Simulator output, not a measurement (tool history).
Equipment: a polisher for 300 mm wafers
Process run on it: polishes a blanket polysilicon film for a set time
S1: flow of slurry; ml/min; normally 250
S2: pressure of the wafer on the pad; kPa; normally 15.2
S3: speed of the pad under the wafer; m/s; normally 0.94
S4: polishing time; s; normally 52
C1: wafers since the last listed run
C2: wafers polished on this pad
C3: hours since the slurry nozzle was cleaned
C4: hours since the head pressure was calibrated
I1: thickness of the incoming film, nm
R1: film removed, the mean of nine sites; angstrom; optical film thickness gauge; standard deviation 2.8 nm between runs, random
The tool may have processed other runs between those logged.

run	hour	S1	S2	S3	S4	C1	C2	C3	C4	I1	R1
1	0.0	295	15.2	0.94	47	0	1029	457.4	722.3	1461.5	2455
2	27.4	200	15.2	0.94	52	253	1283	484.8	749.7	1453.4	2638
# hour 37.3: worn pad replaced by a new one
3	48.7	200	15.2	0.94	52	160	105	506.1	771.0	1438.1	2623
4	71.3	200	15.2	0.94	52	209	314	528.7	793.6	1434.7	2661
5	95.5	250	11.7	0.94	52	224	538	552.9	817.8	1463.9	2299
6	124.0	250	11.7	0.94	52	263	802	581.4	846.3	1428.9	2299
7	141.5	250	15.2	0.94	45	162	964	598.9	863.8	1451.4	2391
8	157.6	250	15.2	0.94	45	149	1113	615.0	879.9	1477.9	2362
# hour 162.4: worn pad replaced by a new one
9	181.5	250	15.2	0.94	45	184	177	638.9	903.8	1447.0	2341
10	211.5	250	15.2	0.94	52	277	455	668.9	933.8	1466.6	2738
11	246.6	310	15.2	0.94	52	325	780	704.0	968.9	1458.9	2794
# hour 270.1: slurry nozzle cleaned
12	278.7	310	15.2	0.94	52	287	1068	8.6	1001.0	1432.0	2751
# hour 287.5: head pressure recalibrated
# hour 292.8: worn pad replaced by a new one
13	317.2	250	15.2	1.16	38	300	225	47.1	29.7	1453.5	2262
14	338.3	250	15.2	0.94	58	195	420	68.2	50.8	1463.3	3018
15	360.7	185	12.4	0.86	65	207	628	90.6	73.2	1417.6	2738
16	389.4	175	17.2	0.94	52	265	894	119.3	101.9	1455.1	2856
# hour 423.5: worn pad replaced by a new one
17	466.4	250	15.2	0.64	46	675	396	196.3	178.9	1465.5	1939
18	484.7	250	15.2	0.94	52	169	566	214.6	197.2	1451.0	2759
19	510.4	250	15.2	0.78	39	237	804	240.3	222.9	1453.9	1847
20	540.6	250	15.2	0.94	52	279	1083	270.5	253.1	1439.5	2753
# hour 563.3: worn pad replaced by a new one
21	564.0	250	11.0	0.94	52	179	6	293.9	276.5	1439.1	2251
22	582.6	165	9.7	0.94	58	172	178	312.5	295.1	1457.9	2165
23	596.0	250	15.2	0.94	52	124	302	325.9	308.5	1440.0	2677

Expected results for the next run?
24	611.0	250	15.2	0.94	52	138	441	340.9	323.5	1466.9	?

R1: 2728 angstrom
Without the tool's hidden state the same run would have given R1 2728 angstrom.
